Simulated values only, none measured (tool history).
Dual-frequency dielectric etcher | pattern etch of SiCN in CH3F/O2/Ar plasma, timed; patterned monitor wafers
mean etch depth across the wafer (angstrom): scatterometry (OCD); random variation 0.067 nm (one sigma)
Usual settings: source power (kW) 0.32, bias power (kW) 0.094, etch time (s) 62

run	day	source power (kW)	bias power (kW)	etch time (s)	read-back reference wafer on the same gauge, depth_nm	mean etch depth across the wafer (angstrom)
1	0	0.38	0.094	62	27.28	248.8
2	1.096	0.38	0.094	62	27.31	247.7
3	2.325	0.38	0.094	62	27.3	247.5
4	3.375	0.3	0.094	62	27.33	232.3
5	3.983	0.32	0.094	62	27.34	235.7
6	5.092	0.32	0.094	62	27.3	235.7
# day 5.608: bias power generator calibrated
# day 5.804: source power generator calibrated
7	6.554	0.32	0.094	62	27.28	235.8
8	7.354	0.34	0.094	62	27.3	239.7
# day 8.512: gauge calibrated
# day 8.554: wet clean of the chamber
9	8.612	0.32	0.101	62	27.27	250
10	9.396	0.34	0.081	67.5	27.29	253.1
11	10.075	0.25	0.086	70.5	27.28	249.4
# day 11.996: upper electrode replaced, of another model than before
12	12.017	0.38	0.085	44.5	27.31	173
13	12.154	0.35	0.117	79	27.26	363
14	13.417	0.32	0.094	62	27.31	241.8
15	14.854	0.28	0.113	73	27.26	303.2
16	15.5	0.34	0.094	73.5	27.32	291.9
17	16.65	0.32	0.094	62	27.28	239.8

Forecast each of these 3 alternatives for the next run:
A	16.667	0.32	0.094	62	?	?
B	16.667	0.35	0.1	71.5	?	?
C	16.667	0.25	0.071	62	?	?

run	read-back reference wafer on the same gauge, depth_nm	mean etch depth across the wafer (angstrom)
A	27.26	240.9
B	27.26	297.9
C	27.26	182.7
Without the tool's hidden state the same runs would have given:
run	mean etch depth across the wafer (angstrom)
A	243.7
B	301.3
C	184.8
